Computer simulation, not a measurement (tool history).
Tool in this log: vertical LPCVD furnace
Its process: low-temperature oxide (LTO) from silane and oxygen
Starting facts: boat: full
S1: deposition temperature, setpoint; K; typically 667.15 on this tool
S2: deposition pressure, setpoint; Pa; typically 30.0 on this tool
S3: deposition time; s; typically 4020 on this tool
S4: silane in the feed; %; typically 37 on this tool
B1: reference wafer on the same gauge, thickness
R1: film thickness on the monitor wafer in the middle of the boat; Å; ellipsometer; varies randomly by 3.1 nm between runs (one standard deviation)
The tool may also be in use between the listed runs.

Run 1, hour 0.0: usual settings; B1 622.59. Result: R1 5257.0 Å.
Run 2, hour 13.0: usual settings; B1 622.33. Result: R1 5228.9 Å.
Run 3, hour 43.8: usual settings; B1 622.82. Result: R1 5263.5 Å.
Run 4, hour 65.8: usual settings; B1 623.05. Result: R1 5212.9 Å.
Run 5, hour 91.7: usual settings; B1 623.10. Result: R1 5218.6 Å.
Run 6, hour 142.1: usual settings but S1 662.15 K; B1 620.27. Result: R1 4967.4 Å.
Run 7, hour 205.4: usual settings but S1 662.15 K; B1 623.25. Result: R1 4972.1 Å.
Run 8, hour 228.2: usual settings; B1 624.42. Result: R1 5243.4 Å.
At hour 242.6: gauge calibrated.
Run 9, hour 254.9: usual settings; B1 624.74. Result: R1 5237.4 Å.
Run 10, hour 274.8: usual settings; B1 623.25. Result: R1 5247.3 Å.
Run 11, hour 294.3: usual settings; B1 621.40. Result: R1 5263.5 Å.
At hour 347.2: silane flow controller replaced.
Run 12, hour 347.7: usual settings but S2 23.3 Pa, S3 3330 s, S4 32 %; B1 620.90. Result: R1 2773.6 Å.
Run 13, hour 354.9: usual settings but S4 40 %; B1 623.72. Result: R1 5804.4 Å.
Run 14, hour 371.7: usual settings; B1 623.39. Result: R1 5232.1 Å.
At hour 403.1: pressure gauge zeroed.
At hour 413.0: thermocouples replaced and temperature profile calibrated.
Run 15, hour 413.5: usual settings but S1 676.15 K, S4 43 %; B1 623.22. Result: R1 6924.2 Å.
Run 16, hour 499.7: usual settings but S2 24.7 Pa, S4 33 %; B1 622.44. Result: R1 3720.2 Å.
Run 17, hour 522.5: usual settings but S1 663.15 K; B1 622.84. Result: R1 4979.1 Å.
Run 18, hour 545.2: usual settings; B1 622.05. Result: R1 5249.0 Å.
Run 19, hour 571.5: usual settings but S3 5070 s, S4 41 %; B1 621.49. Result: R1 7483.2 Å.
Run 20, hour 605.2: usual settings but S1 658.15 K, S2 24.0 Pa; B1 624.49. Result: R1 3753.8 Å.
Run 21, hour 640.9: usual settings; B1 624.49. Result: R1 5261.3 Å.
At hour 645.1: gauge calibrated.
Run 22, hour 673.9: usual settings but S3 2670 s; B1 621.63. Result: R1 3469.3 Å.

Predict each of these 4 candidate next runs independently; none follows another, all start after run 22:
Run A, hour 679.4: usual settings but S2 33.3 Pa; B1 ?. Result: R1 ?.
Run B, hour 679.4: usual settings but S1 663.15 K, S4 34 %; B1 ?. Result: R1 ?.
Run C, hour 679.4: usual settings but S2 26.0 Pa; B1 ?. Result: R1 ?.
Run D, hour 679.4: usual settings but S1 672.15 K, S2 24.7 Pa; B1 ?. Result: R1 ?.

run      B1      R1
  A  623.13  5828.4
  B  623.13  4465.4
  C  623.13  4546.2
  D  623.13  4567.0
With no hidden state in the tool, these same runs would have given:
run      R1
  A  5828.4
  B  4465.4
  C  4546.2
  D  4567.0
